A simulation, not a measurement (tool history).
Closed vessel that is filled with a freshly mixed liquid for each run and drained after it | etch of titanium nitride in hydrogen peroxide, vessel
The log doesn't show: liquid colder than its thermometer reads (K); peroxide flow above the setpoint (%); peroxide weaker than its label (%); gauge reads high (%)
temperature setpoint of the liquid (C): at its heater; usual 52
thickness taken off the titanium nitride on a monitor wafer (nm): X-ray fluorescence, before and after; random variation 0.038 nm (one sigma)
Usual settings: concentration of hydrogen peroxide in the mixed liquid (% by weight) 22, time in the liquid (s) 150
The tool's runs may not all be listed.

run    hour  temperature setpoint of the liquid (C)  concentration of hydrogen peroxide in the mixed liquid (% by weight)  time in the liquid (s)  wafers since the last listed run  hours since the thermometer was replaced  hours since the peroxide flow meter was replaced  hours since the drum of peroxide was connected  hours since the gauge calibration  read-back film thickness of the titanium nitride reference wafer, read on the same gauge (nm)  thickness taken off the titanium nitride on a monitor wafer (nm)
  1       0                                      52                                                                    22                      85                                 0                                     457.1                                            2072.6                                            60.6                              649.2                                                                                         139.98                                                              4.16
  2    65.6                                      57                                                                    26                     150                              6838                                     522.7                                            2138.2                                           126.2                              714.8                                                                                         140.03                                                             10.76
  3   120.5                                      57                                                                    26                     150                              5723                                     577.6                                            2193.1                                           181.1                              769.7                                                                                         139.99                                                             10.85
  4   183.8                                      47                                                                    22                     150                              6598                                     640.9                                            2256.4                                           244.4                                833                                                                                         139.97                                                              5.07
  5   232.7                                      47                                                                    22                     150                              5097                                     689.8                                            2305.3                                           293.3                              881.9                                                                                         140.03                                                              5.07
  6   285.5                                      47                                                                    22                     150                              5504                                     742.6                                            2358.1                                           346.1                              934.7                                                                                         139.98                                                               5.1
      300.6  -- gauge calibrated
  7   355.3                                      52                                                                    24                     205                              7276                                     812.4                                            2427.9                                           415.9                               54.7                                                                                            140                                                             10.24
      373.8  -- thermometer replaced
  8   389.8                                      52                                                                    22                     210                              3492                                        16                                            2462.4                                           450.4                               89.2                                                                                         139.99                                                             10.35
      419.2  -- peroxide flow meter replaced
  9   461.4                                      56                                                                    28                      75                              7359                                      87.6                                              42.2                                             522                              160.8                                                                                         139.98                                                              4.98
 10     526                                      52                                                                    24                     150                              6734                                     152.2                                             106.8                                           586.6                              225.4                                                                                         139.97                                                              7.32
 11   551.4                                      52                                                                    22                     150                              2647                                     177.6                                             132.2                                             612                              250.8                                                                                            140                                                              7.14
 12   583.2                                      52                                                                    22                     150                              3315                                     209.4                                               164                                           643.8                              282.6                                                                                         140.02                                                              7.15
 13   622.8                                      52                                                                  27.5                     115                              4128                                       249                                             203.6                                           683.4                              322.2                                                                                         140.01                                                              5.78
 14   648.3                                      52                                                                    24                     150                              2658                                     274.5                                             229.1                                           708.9                              347.7                                                                                         140.01                                                              7.33
 15   687.5                                    45.5                                                                    22                     125                              4086                                     313.7                                             268.3                                           748.1                              386.9                                                                                         139.97                                                              3.72
 16   746.2                                    42.5                                                                    27                      95                              6119                                     372.4                                               327                                           806.8                              445.6                                                                                         140.02                                                              2.34
 17   806.2                                      52                                                                    22                     150                              6254                                     432.4                                               387                                           866.8                              505.6                                                                                         139.99                                                              7.17
 18   834.2                                      46                                                                    27                      90                              2918                                     460.4                                               415                                           894.8                              533.6                                                                                         139.98                                                              2.89
 19   904.5                                      52                                                                    22                     150                              7328                                     530.7                                             485.3                                           965.1                              603.9                                                                                         139.94                                                              7.11
      946.7  -- new drum of peroxide connected
 20   952.1                                    56.5                                                                    28                     215                              4857                                     578.3                                             532.9                                             5.4                              651.5                                                                                         140.01                                                             14.81
 21  1017.8                                      52                                                                  24.5                     225                              6848                                       644                                             598.6                                            71.1                              717.2                                                                                         140.06                                                             11.03
 22  1056.7                                    45.5                                                                    22                     230                              4055                                     682.9                                             637.5                                             110                              756.1                                                                                         139.98                                                              6.88
     1066.9  -- thermometer replaced
 23  1120.6                                      60                                                                  27.5                     150                              6557                                      53.7                                             701.4                                           173.9                                820                                                                                         139.99                                                             13.36
 24  1149.6                                      52                                                                    22                     150                              3023                                      82.7                                             730.4                                           202.9                                849                                                                                         139.99                                                              7.21
 25    1182                                      45                                                                  15.5                      90                              3377                                     115.1                                             762.8                                           235.3                              881.4                                                                                         140.01                                                              2.44
     1208.7  -- gauge calibrated
 26  1250.9                                      55                                                                    20                     150                              7182                                       184                                             831.7                                           304.2                               42.2                                                                                         140.03                                                              8.83
 27  1308.5                                    56.5                                                                    22                     230                              6004                                     241.6                                             889.3                                           361.8                               99.8                                                                                         140.06                                                             15.08
 28    1481                                      52                                                                    22                     150                             17982                                     414.1                                            1061.8                                           534.3                              272.3                                                                                         140.02                                                              7.23

The same runs without the tool's hidden state, with the same run-to-run variation:
run  thickness taken off the titanium nitride on a monitor wafer (nm)
  1                                                              4.06
  2                                                             10.49
  3                                                             10.57
  4                                                              4.94
  5                                                              4.94
  6                                                              4.96
  7                                                              9.95
  8                                                             10.06
  9                                                              4.97
 10                                                               7.3
 11                                                              7.12
 12                                                              7.12
 13                                                              5.76
 14                                                               7.3
 15                                                              3.71
 16                                                              2.33
 17                                                              7.13
 18                                                              2.87
 19                                                              7.06
 20                                                              14.7
 21                                                             10.94
 22                                                              6.82
 23                                                             13.23
 24                                                              7.14
 25                                                              2.41
 26                                                              8.74
 27                                                             14.91
 28                                                              7.14
